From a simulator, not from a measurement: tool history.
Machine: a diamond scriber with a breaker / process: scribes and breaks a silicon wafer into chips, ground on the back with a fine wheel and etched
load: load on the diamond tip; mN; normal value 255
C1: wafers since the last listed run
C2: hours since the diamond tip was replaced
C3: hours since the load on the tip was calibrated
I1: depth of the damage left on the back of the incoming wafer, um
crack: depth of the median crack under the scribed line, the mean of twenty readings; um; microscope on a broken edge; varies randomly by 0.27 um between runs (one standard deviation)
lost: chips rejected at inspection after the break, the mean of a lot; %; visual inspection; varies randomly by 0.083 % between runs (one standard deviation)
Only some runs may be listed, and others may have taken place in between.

run 1 day=0.000 | load=255 | C1=0 C2=274.9 C3=1198.7 | I1=0.75 | crack=13.74 lost=1.59
run 2 day=2.675 | load=255 | C1=118 C2=339.1 C3=1262.9 | I1=0.71 | crack=13.79 lost=1.74
run 3 day=4.817 | load=255 | C1=95 C2=390.5 C3=1314.3 | I1=0.50 | crack=14.40 lost=1.83
run 4 day=6.621 | load=255 | C1=80 C2=433.8 C3=1357.6 | I1=0.72 | crack=13.71 lost=1.74
run 5 day=8.175 | load=255 | C1=69 C2=471.1 C3=1394.9 | I1=0.66 | crack=13.49 lost=1.69
-- day=8.558 diamond tip replaced by a new one
run 6 day=11.033 | load=255 | C1=123 C2=59.4 C3=1463.5 | I1=0.67 | crack=14.09 lost=1.89
run 7 day=12.775 | load=255 | C1=77 C2=101.2 C3=1505.3 | I1=0.54 | crack=14.03 lost=1.64
run 8 day=14.833 | load=255 | C1=91 C2=150.6 C3=1554.7 | I1=0.65 | crack=13.59 lost=1.60
run 9 day=17.588 | load=255 | C1=122 C2=216.7 C3=1620.8 | I1=0.65 | crack=13.99 lost=1.66
run 10 day=20.283 | load=255 | C1=119 C2=281.4 C3=1685.5 | I1=0.64 | crack=14.05 lost=1.63
run 11 day=21.538 | load=301 | C1=55 C2=311.5 C3=1715.6 | I1=0.39 | crack=16.19 lost=3.40
run 12 day=22.738 | load=279 | C1=53 C2=340.3 C3=1744.4 | I1=0.34 | crack=15.20 lost=2.22
run 13 day=24.954 | load=279 | C1=98 C2=393.5 C3=1797.6 | I1=0.62 | crack=14.75 lost=2.24
run 14 day=26.829 | load=279 | C1=83 C2=438.5 C3=1842.6 | I1=0.67 | crack=14.57 lost=2.23
run 15 day=29.317 | load=184 | C1=110 C2=498.2 C3=1902.3 | I1=0.64 | crack=10.17 lost=8.03
-- day=29.600 diamond tip replaced by a new one
run 16 day=31.542 | load=292 | C1=95 C2=46.6 C3=1955.7 | I1=0.39 | crack=15.77 lost=2.80
run 17 day=33.583 | load=255 | C1=90 C2=95.6 C3=2004.7 | I1=0.42 | crack=13.93 lost=1.82
run 18 day=35.788 | load=212 | C1=98 C2=148.5 C3=2057.6 | I1=0.66 | crack=11.58 lost=4.01
-- day=36.704 load on the tip recalibrated
run 19 day=37.992 | load=255 | C1=94 C2=201.4 C3=30.9 | I1=0.76 | crack=14.09 lost=1.67
run 20 day=40.988 | load=255 | C1=133 C2=273.3 C3=102.8 | I1=0.78 | crack=13.73 lost=1.80
run 21 day=42.979 | load=255 | C1=88 C2=321.1 C3=150.6 | I1=0.54 | crack=14.12 lost=1.74
run 22 day=44.646 | load=217 | C1=74 C2=361.1 C3=190.6 | I1=0.50 | crack=12.25 lost=3.39
-- day=48.592 diamond tip replaced by a new one
run 23 day=50.688 | load=316 | C1=264 C2=50.3 C3=335.6 | I1=0.52 | crack=16.16 lost=4.24
run 24 day=53.225 | load=224 | C1=112 C2=111.2 C3=396.5 | I1=0.63 | crack=12.73 lost=2.76
run 25 day=59.204 | load=232 | C1=265 C2=254.7 C3=540.0 | I1=0.57 | crack=12.79 lost=2.19
run 26 day=60.717 | load=300 | C1=67 C2=291.0 C3=576.3 | I1=0.58 | crack=15.71 lost=3.06
run 27 day=63.708 | load=255 | C1=133 C2=362.8 C3=648.1 | I1=0.54 | crack=13.75 lost=1.56
run 28 day=64.775 | load=208 | C1=47 C2=388.4 C3=673.7 | I1=0.43 | crack=11.84 lost=4.36
run 29 day=66.846 | load=300 | C1=92 C2=438.1 C3=723.4 | I1=0.70 | crack=15.81 lost=3.31

Branching from run 29: 4 alternative next runs. What would each branch give?
run A day=66.871 | load=255 | C1=1 C2=438.7 C3=724.0 | I1=0.69 | crack=? lost=?
run B day=66.871 | load=314 | C1=1 C2=438.7 C3=724.0 | I1=0.69 | crack=? lost=?
run C day=66.871 | load=325 | C1=1 C2=438.7 C3=724.0 | I1=0.69 | crack=? lost=?
run D day=66.871 | load=315 | C1=1 C2=438.7 C3=724.0 | I1=0.69 | crack=? lost=?

run=A crack=13.83 lost=1.81
run=B crack=16.39 lost=4.35
run=C crack=16.84 lost=5.22
run=D crack=16.43 lost=4.43
Take away the tool's hidden state, keep each run's random variation, and the runs would have read:
run=A crack=13.83 lost=1.81
run=B crack=16.39 lost=4.35
run=C crack=16.84 lost=5.22
run=D crack=16.43 lost=4.43
